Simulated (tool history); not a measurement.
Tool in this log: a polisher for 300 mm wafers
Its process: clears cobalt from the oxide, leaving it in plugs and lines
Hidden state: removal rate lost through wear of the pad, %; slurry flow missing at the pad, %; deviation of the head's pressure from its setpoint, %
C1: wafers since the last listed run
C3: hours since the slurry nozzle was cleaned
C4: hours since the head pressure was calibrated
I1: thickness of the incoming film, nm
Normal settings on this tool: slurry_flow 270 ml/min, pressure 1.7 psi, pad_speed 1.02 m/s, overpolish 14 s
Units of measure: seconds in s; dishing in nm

Run 1, hour 0: usual settings; C1 0; wafers polished on this pad 488; C3 263.3; C4 1182; I1 321.9. Result: seconds 76.4 s, dishing 33.7 nm.
Run 2, hour 17.9: usual settings; C1 147; wafers polished on this pad 636; C3 281.2; C4 1199.9; I1 323.9. Result: seconds 74.1 s, dishing 33.3 nm.
Run 3, hour 28.7: usual settings; C1 89; wafers polished on this pad 725; C3 292; C4 1210.7; I1 319.4. Result: seconds 75.5 s, dishing 33.5 nm.
Run 4, hour 39.5: usual settings but overpolish 10 s; C1 89; wafers polished on this pad 814; C3 302.8; C4 1221.5; I1 320.8. Result: seconds 77.1 s, dishing 29 nm.
Run 5, hour 49.5: usual settings but overpolish 10 s; C1 82; wafers polished on this pad 897; C3 312.8; C4 1231.5; I1 317. Result: seconds 79.2 s, dishing 29 nm.
At hour 58.9: worn pad replaced by a new one.
Run 6, hour 83.2: usual settings but overpolish 10 s; C1 245; wafers polished on this pad 200; C3 346.5; C4 1265.2; I1 316. Result: seconds 87.1 s, dishing 27.5 nm.
At hour 97.7: worn pad replaced by a new one, repeated, since the last time left the tool worse.
Run 7, hour 98.2: usual settings but pad_speed 0.78 m/s, overpolish 10 s; C1 90; wafers polished on this pad 4; C3 361.5; C4 1280.2; I1 323.7. Result: seconds 84.9 s, dishing 27.5 nm.
At hour 101.7: head pressure recalibrated.
Run 8, hour 110.5: usual settings but pad_speed 0.78 m/s, overpolish 10 s; C1 84; wafers polished on this pad 89; C3 373.8; C4 8.8; I1 325.1. Result: seconds 88.9 s, dishing 27.2 nm.
Run 9, hour 127.8: usual settings but pad_speed 0.78 m/s, overpolish 10 s; C1 142; wafers polished on this pad 231; C3 391.1; C4 26.1; I1 317.5. Result: seconds 87.9 s, dishing 27.4 nm.
Run 10, hour 135.9: usual settings but slurry_flow 340 ml/min; C1 66; wafers polished on this pad 298; C3 399.2; C4 34.2; I1 320. Result: seconds 75.1 s, dishing 35.1 nm.
Run 11, hour 142.8: usual settings but pad_speed 0.78 m/s, overpolish 10 s; C1 56; wafers polished on this pad 355; C3 406.1; C4 41.1; I1 319.8. Result: seconds 84 s, dishing 26.5 nm.
Run 12, hour 155.3: usual settings but pressure 2.1 psi; C1 103; wafers polished on this pad 458; C3 418.6; C4 53.6; I1 315.1. Result: seconds 68.2 s, dishing 36.2 nm.

For run 13, what comes out?
Run 13, hour 170.9: usual settings but pad_speed 0.78 m/s, overpolish 10 s; C1 128; wafers polished on this pad 587; C3 434.2; C4 69.2; I1 322.5. Result: seconds ?, dishing ?.

{"run 13": {"seconds": 91.3, "dishing": 26.3}}
The same run, on a tool lacking any hidden state, would have yielded seconds 85.6 s, dishing 27.3 nm.

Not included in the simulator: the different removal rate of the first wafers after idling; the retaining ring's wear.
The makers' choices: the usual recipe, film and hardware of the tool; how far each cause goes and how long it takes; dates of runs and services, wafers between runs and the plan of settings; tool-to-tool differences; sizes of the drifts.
